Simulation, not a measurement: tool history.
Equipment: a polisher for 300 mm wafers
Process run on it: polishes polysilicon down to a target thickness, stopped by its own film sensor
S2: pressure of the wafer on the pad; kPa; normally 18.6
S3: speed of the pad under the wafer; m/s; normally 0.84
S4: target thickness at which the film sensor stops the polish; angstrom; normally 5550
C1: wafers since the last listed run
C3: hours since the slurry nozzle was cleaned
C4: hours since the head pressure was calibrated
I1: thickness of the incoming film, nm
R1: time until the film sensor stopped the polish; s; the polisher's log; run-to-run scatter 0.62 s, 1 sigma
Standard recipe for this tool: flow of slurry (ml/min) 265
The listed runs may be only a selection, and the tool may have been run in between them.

Run 1, day 0: usual settings but S4 5030 angstrom; C1 0; wafers polished on this pad 430; C3 174.9; C4 644.3; I1 976.8. Result: R1 60.9 s.
Run 2, day 2.829: usual settings but S4 5030 angstrom; C1 578; wafers polished on this pad 1009; C3 242.8; C4 712.2; I1 977.9. Result: R1 62.1 s.
Run 3, day 6.829: usual settings but S4 4920 angstrom; C1 818; wafers polished on this pad 1827; C3 338.8; C4 808.2; I1 991.2. Result: R1 65.1 s.
At day 7.708: head pressure recalibrated.
Run 4, day 9.388: usual settings but S4 4920 angstrom; C1 506; wafers polished on this pad 2334; C3 400.2; C4 40.3; I1 980.4. Result: R1 63.4 s.
Run 5, day 14.3: usual settings; C1 1005; wafers polished on this pad 3339; C3 518.1; C4 158.2; I1 978.1. Result: R1 55.8 s.
Run 6, day 16.871: usual settings; C1 525; wafers polished on this pad 3865; C3 579.8; C4 219.9; I1 957.7. Result: R1 53.9 s.
At day 21.179: slurry nozzle cleaned.
Run 7, day 21.2: usual settings but S3 1.04 m/s; C1 877; wafers polished on this pad 4742; C3 0.5; C4 323.8; I1 975.1. Result: R1 47.7 s.
At day 23.9: worn pad replaced by a new one.
Run 8, day 24.921: usual settings but S3 1.04 m/s; C1 727; wafers polished on this pad 208; C3 89.8; C4 413.1; I1 997.8. Result: R1 49.1 s.
Run 9, day 27.588: usual settings; C1 545; wafers polished on this pad 754; C3 153.8; C4 477.1; I1 993.7. Result: R1 56 s.
At day 36.6: head pressure recalibrated.
Run 10, day 38.717: usual settings; C1 2259; wafers polished on this pad 3014; C3 420.9; C4 50.8; I1 976.5. Result: R1 56.5 s.
Run 11, day 41.662: usual settings; C1 602; wafers polished on this pad 3616; C3 491.6; C4 121.5; I1 973.3. Result: R1 55.5 s.
Run 12, day 43.821: usual settings; C1 441; wafers polished on this pad 4058; C3 543.4; C4 173.3; I1 969.9. Result: R1 54.6 s.
Run 13, day 45.542: usual settings; C1 352; wafers polished on this pad 4410; C3 584.7; C4 214.6; I1 974.2. Result: R1 56.4 s.
At day 46.746: worn pad replaced by a new one.
Run 14, day 47.679: usual settings; C1 403; wafers polished on this pad 190; C3 636; C4 265.9; I1 990.3. Result: R1 60.7 s.
Run 15, day 50.612: usual settings; C1 600; wafers polished on this pad 790; C3 706.4; C4 336.3; I1 979.7. Result: R1 58.3 s.
At day 51.325: slurry nozzle cleaned.
Run 16, day 53.3: usual settings but S3 0.96 m/s; C1 541; wafers polished on this pad 1332; C3 47.4; C4 400.8; I1 994.1. Result: R1 51.8 s.
Run 17, day 56.138: usual settings; C1 580; wafers polished on this pad 1912; C3 115.5; C4 468.9; I1 986. Result: R1 56.4 s.
Run 18, day 59.812: usual settings but S2 14.5 kPa, S3 0.64 m/s, S4 5140 angstrom; C1 751; wafers polished on this pad 2664; C3 203.7; C4 557.1; I1 984.4. Result: R1 89.9 s.
Run 19, day 63.892: usual settings but flow of slurry (ml/min) 355, S2 21.4 kPa, S3 0.66 m/s, S4 4330 angstrom; C1 834; wafers polished on this pad 3499; C3 301.6; C4 655; I1 976.4. Result: R1 70.6 s.
At day 65.088: head pressure recalibrated.
Run 20, day 74.038: usual settings; C1 2058; wafers polished on this pad 5557; C3 545.1; C4 214.8; I1 979.9. Result: R1 56.4 s.
At day 75.192: worn pad replaced by a new one.
Run 21, day 77.146: usual settings but S4 4920 angstrom; C1 601; wafers polished on this pad 399; C3 619.7; C4 289.4; I1 983.3. Result: R1 66.9 s.
At day 78.933: slurry nozzle cleaned.
Run 22, day 81.504: usual settings but flow of slurry (ml/min) 195, S3 0.7 m/s, S4 6760 angstrom; C1 883; wafers polished on this pad 1282; C3 61.7; C4 394; I1 967.3. Result: R1 44.7 s.
Run 23, day 84.379: usual settings; C1 588; wafers polished on this pad 1871; C3 130.7; C4 463; I1 971. Result: R1 53.3 s.
Run 24, day 88.442: usual settings but S2 13.1 kPa; C1 831; wafers polished on this pad 2702; C3 228.2; C4 560.5; I1 982.1. Result: R1 72.9 s.
Run 25, day 90.804: usual settings; C1 483; wafers polished on this pad 3185; C3 284.9; C4 617.2; I1 984. Result: R1 56 s.
Run 26, day 93.804: usual settings but flow of slurry (ml/min) 320, S2 14.5 kPa, S3 1.12 m/s, S4 6890 angstrom; C1 613; wafers polished on this pad 3799; C3 356.9; C4 689.2; I1 983.2. Result: R1 38 s.
Run 27, day 96.25: usual settings; C1 500; wafers polished on this pad 4299; C3 415.6; C4 747.9; I1 1002.7. Result: R1 58.6 s.
At day 96.829: head pressure recalibrated.
Run 28, day 98.6: usual settings; C1 463; wafers polished on this pad 4763; C3 472; C4 42.5; I1 975. Result: R1 55.5 s.
Run 29, day 100.9: usual settings but S4 6090 angstrom; C1 470; wafers polished on this pad 5234; C3 527.2; C4 97.7; I1 974.8. Result: R1 48.2 s.
Run 30, day 103.046: usual settings but flow of slurry (ml/min) 355, S2 15.2 kPa, S3 1.06 m/s, S4 4710 angstrom; C1 439; wafers polished on this pad 5673; C3 578.7; C4 149.2; I1 963. Result: R1 65.7 s.
At day 104.121: slurry nozzle cleaned.
At day 104.275: worn pad replaced by a new one.
Run 31, day 106.3: usual settings; C1 625; wafers polished on this pad 414; C3 52.3; C4 227.3; I1 998.8. Result: R1 57.3 s.
Run 32, day 109.679: usual settings but S4 6910 angstrom; C1 691; wafers polished on this pad 1105; C3 133.4; C4 308.4; I1 979.6. Result: R1 37.6 s.
Run 33, day 111.758: usual settings but flow of slurry (ml/min) 300, S2 22.1 kPa, S4 6380 angstrom; C1 425; wafers polished on this pad 1531; C3 183.3; C4 358.3; I1 981.6. Result: R1 38.7 s.
Run 34, day 113.892: usual settings but flow of slurry (ml/min) 230; C1 436; wafers polished on this pad 1967; C3 234.5; C4 409.5; I1 965.6. Result: R1 55 s.
Run 35, day 117.383: usual settings; C1 714; wafers polished on this pad 2682; C3 318.3; C4 493.3; I1 981.6. Result: R1 55.3 s.
Run 36, day 119.954: usual settings but flow of slurry (ml/min) 295, S2 23.4 kPa, S3 0.72 m/s; C1 525; wafers polished on this pad 3208; C3 380; C4 555; I1 987.9. Result: R1 51.3 s.
Run 37, day 122.167: usual settings but flow of slurry (ml/min) 220, S3 0.62 m/s; C1 452; wafers polished on this pad 3660; C3 433.1; C4 608.1; I1 979.1. Result: R1 69.9 s.

Below, each run's measurement less what the same run would have read without the hidden state. Both values contain the same run-to-run variation, but the gauge's scatter may not be the same in both:
Hidden conditions of the tool in this case: removal rate lost through wear of the pad, %; slurry flow missing at the pad, %; deviation of the head's pressure from its setpoint, %.
run    R1
  1  +0.1
  2  +0.3
  3  +0.7
  4  +0.9
  5  +1.6
  6  +2.1
  7  +0.1
  8  +0.1
  9  +0.2
 10  +1.2
 11  +1.5
 12  +1.9
 13  +2.3
 14  +3.2
 15  +4.2
 16  +0.1
 17  +0.1
 18  +0.4
 19  +0.4
 20  +1.9
 21  +3.1
 22  +0.1
 23  +0.1
 24  +0.4
 25  +0.5
 26  +0.4
 27    +1
 28  +1.3
 29  +1.4
 30    +2
 31  +0.2
 32  +0.2
 33  +0.3
 34  +0.6
 35  +0.8
 36  +0.9
 37    +2
